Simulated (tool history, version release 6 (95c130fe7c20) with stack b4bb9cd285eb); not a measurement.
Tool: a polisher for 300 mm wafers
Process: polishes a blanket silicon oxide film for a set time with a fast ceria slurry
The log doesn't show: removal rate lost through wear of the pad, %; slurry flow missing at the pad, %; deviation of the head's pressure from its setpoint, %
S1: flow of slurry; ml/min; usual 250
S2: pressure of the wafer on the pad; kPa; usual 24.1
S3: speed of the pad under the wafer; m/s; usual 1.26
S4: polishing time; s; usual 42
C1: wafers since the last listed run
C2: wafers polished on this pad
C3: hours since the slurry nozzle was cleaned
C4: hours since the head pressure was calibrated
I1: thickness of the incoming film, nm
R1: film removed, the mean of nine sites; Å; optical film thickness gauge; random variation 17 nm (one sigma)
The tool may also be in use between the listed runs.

| run | hour | S1 | S2 | S3 | S4 | C1 | C2 | C3 | C4 | I1 | R1 |
|---|---|---|---|---|---|---|---|---|---|---|---|
| 1 | 0 | 250 | 24.1 | 1.26 | 42 | 0 | 1165 | 148.7 | 439.7 | 2915.5 | 11135 |
|  | 20.4 | head pressure recalibrated |
| 2 | 48.1 | 250 | 24.1 | 1.26 | 42 | 560 | 1726 | 196.8 | 27.7 | 2899.3 | 11106 |
|  | 50.1 | slurry nozzle cleaned |
|  | 89.3 | worn pad replaced by a new one |
| 3 | 112.8 | 250 | 24.1 | 1.26 | 42 | 725 | 285 | 62.7 | 92.4 | 2902.1 | 11348 |
| 4 | 142.6 | 220 | 24.1 | 1.26 | 42 | 362 | 647 | 92.5 | 122.2 | 2895.2 | 11093 |
|  | 251.4 | slurry nozzle cleaned |
|  | 263 | worn pad replaced by a new one |
| 5 | 263.5 | 220 | 24.1 | 1.26 | 42 | 1408 | 6 | 12.1 | 243.1 | 2904.1 | 10760 |
| 6 | 297 | 250 | 24.1 | 1.26 | 42 | 407 | 413 | 45.6 | 276.6 | 2924.8 | 11061 |
| 7 | 347.2 | 250 | 24.1 | 1.26 | 42 | 610 | 1023 | 95.8 | 326.8 | 2879.7 | 11247 |
| 8 | 419 | 250 | 24.1 | 1.26 | 42 | 872 | 1896 | 167.6 | 398.6 | 2884.7 | 10941 |
|  | 434.5 | worn pad replaced by a new one |
| 9 | 490 | 250 | 24.1 | 1.26 | 42 | 814 | 674 | 238.6 | 469.6 | 2883 | 10883 |
|  | 508.5 | head pressure recalibrated |
|  | 510.3 | slurry nozzle cleaned |
| 10 | 529.1 | 180 | 24.1 | 1.26 | 42 | 438 | 1112 | 18.8 | 20.6 | 2895.5 | 10869 |
| 11 | 605.3 | 280 | 24.1 | 1.26 | 42 | 926 | 2038 | 95 | 96.8 | 2896.4 | 11091 |
|  | 617 | worn pad replaced by a new one |
| 12 | 718.9 | 250 | 20.7 | 0.84 | 56 | 1331 | 1237 | 208.6 | 210.4 | 2911 | 9898 |
|  | 727.6 | slurry nozzle cleaned |
| 13 | 746.3 | 250 | 24.1 | 1.26 | 54 | 320 | 1558 | 18.7 | 237.8 | 2893.5 | 14633 |
|  | 769.4 | worn pad replaced by a new one |
| 14 | 772.7 | 250 | 24.1 | 1.46 | 49 | 272 | 40 | 45.1 | 264.2 | 2855.5 | 14649 |
| 15 | 800.9 | 190 | 20.7 | 1.26 | 31 | 342 | 383 | 73.3 | 292.4 | 2864.3 | 6931 |
| 16 | 829.2 | 185 | 27.6 | 1.26 | 42 | 343 | 727 | 101.6 | 320.7 | 2852.8 | 12120 |

Forecast each of these 3 alternatives for the next run:
| A | 829.6 | 250 | 24.1 | 1.26 | 42 | 4 | 732 | 102 | 321.1 | 2899 | ? |
| B | 829.6 | 200 | 24.1 | 0.9 | 35 | 4 | 732 | 102 | 321.1 | 2899 | ? |
| C | 829.6 | 250 | 27.6 | 1.26 | 42 | 4 | 732 | 102 | 321.1 | 2899 | ? |

| run | R1 |
|---|---|
| A | 10854 |
| B | 6920 |
| C | 12104 |
Without the tool's hidden state the same runs would have given:
| run | R1 |
|---|---|
| A | 10854 |
| B | 6920 |
| C | 12104 |
